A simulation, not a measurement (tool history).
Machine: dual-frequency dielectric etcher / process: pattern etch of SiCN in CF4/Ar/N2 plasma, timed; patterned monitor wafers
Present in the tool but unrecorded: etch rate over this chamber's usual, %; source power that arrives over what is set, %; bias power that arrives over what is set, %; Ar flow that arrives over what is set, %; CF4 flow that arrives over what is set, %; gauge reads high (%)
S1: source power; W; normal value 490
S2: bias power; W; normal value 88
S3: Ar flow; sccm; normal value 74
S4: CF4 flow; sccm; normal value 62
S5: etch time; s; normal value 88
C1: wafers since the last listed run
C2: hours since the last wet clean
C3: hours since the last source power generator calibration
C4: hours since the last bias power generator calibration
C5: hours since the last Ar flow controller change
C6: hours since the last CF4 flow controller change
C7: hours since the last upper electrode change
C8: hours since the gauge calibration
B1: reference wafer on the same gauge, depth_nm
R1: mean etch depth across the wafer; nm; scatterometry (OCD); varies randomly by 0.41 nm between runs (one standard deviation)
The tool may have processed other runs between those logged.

run     day   S1   S2  S3  S4    S5    C1     C2      C3      C4      C5      C6      C7      C8    B1     R1
  1       0  520   88  74  62    97     0    7.6  3501.9    47.7      98  4627.5    4970  1768.4  89.7  108.6
  2   2.817  490   79  80  62    88   861   75.2  3569.5   115.3   165.6  4695.1  5037.6    1836  89.9   88.3
  3   5.788  440  101  74  73   103   908  146.5  3640.8   186.6   236.9  4766.4  5108.9  1907.3  89.9    107
  4   7.221  490   88  90  52    88   438  180.9  3675.2     221   271.3  4800.8  5143.3  1941.7  90.2   88.6
  5   8.596  490  101  74  53  96.5   420  213.9  3708.2     254   304.3  4833.8  5176.3  1974.7  90.2  106.6
  6   9.833  490   96  90  62    88   378  243.6  3737.9   283.7     334  4863.5    5206  2004.4  90.2   94.5
  7  12.192  490   88  74  62    88   721  300.2  3794.5   340.3   390.6  4920.1  5262.6    2061  90.3   93.8
  8    14.4  490   88  74  62    88   675  353.2  3847.5   393.3   443.6  4973.1  5315.6    2114  90.3   94.3
     15.433  -- CF4 flow controller replaced
  9   16.25  490   88  74  62    88   489  397.6  3891.9   437.7     488    19.6    5360  2158.4  90.4   93.8
      18.95  -- upper electrode replaced
 10  18.971  490   88  91  55    88   526  462.9  3957.2     503   553.3    84.9     0.5  2223.7  90.5   88.9
 11  19.971  540   88  56  62    88   305  486.9  3981.2     527   577.3   108.9    24.5  2247.7  90.6  107.3
 12  21.625  410   88  74  62    88   505  526.6  4020.9   566.7     617   148.6    64.2  2287.4  90.5     81
     23.283  -- wet clean of the chamber
 13  24.596  490   88  74  62    88   602   31.5  4092.2     638   688.3   219.9   135.5  2358.7  90.7   94.4
     25.125  -- gauge calibrated
 14  30.288  490   88  74  62    88  1740  168.1  4228.8   774.6   824.9   356.5   272.1   123.9  88.3   91.8
 15  31.417  490   76  74  62    88   345  195.2  4255.9   801.7     852   383.6   299.2     151  88.6   87.1
     31.679  -- source power generator calibrated
 16  33.704  490   88  58  62    88   648  250.1    48.6   856.6   906.9   438.5   354.1   205.9  88.5     95
 17  35.096  540  100  80  62    88   425  283.5      82     890   940.3   471.9   387.5   239.3  88.5  104.2
 18  36.112  490   88  85  70    88   310  307.9   106.4   914.4   964.7   496.3   411.9   263.7  88.6   91.7
 19  37.183  490   88  74  62    88   327  333.6   132.1   940.1   990.4     522   437.6   289.4  88.3   92.6
     45.408  -- wet clean of the chamber
 20  45.429  490   88  74  62   105  2215    0.5     330    1138  1188.3   719.9   635.5   487.3  88.5  110.8
 21  45.483  490   88  74  62    88    16    1.8   331.3  1139.3  1189.6   721.2   636.8   488.6  88.6   92.7
 22  48.462  490   88  67  71    88   911   73.3   402.8  1210.8  1261.1   792.7   708.3   560.1  88.5   95.3

What the log doesn't show, run by run:
etch rate over this chamber's usual, %: 0 on each run
source power that arrives over what is set, %: 0 on each run
bias power that arrives over what is set, %: 0 on each run
Ar flow that arrives over what is set, %: 0 on each run
CF4 flow that arrives over what is set, %: 0 on each run
H1: gauge reads high (%)
run      H1
  1    1.58
  2    1.69
  3    1.82
  4    1.89
  5    1.95
  6    2.01
  7    2.12
  8    2.22
  9    2.31
 10    2.45
 11     2.5
 12    2.59
 13    2.75
 14    0.04
 15  0.0436
 16  0.0531
 17  0.0602
 18  0.0661
 19   0.073
 20   0.147
 21   0.148
 22   0.184

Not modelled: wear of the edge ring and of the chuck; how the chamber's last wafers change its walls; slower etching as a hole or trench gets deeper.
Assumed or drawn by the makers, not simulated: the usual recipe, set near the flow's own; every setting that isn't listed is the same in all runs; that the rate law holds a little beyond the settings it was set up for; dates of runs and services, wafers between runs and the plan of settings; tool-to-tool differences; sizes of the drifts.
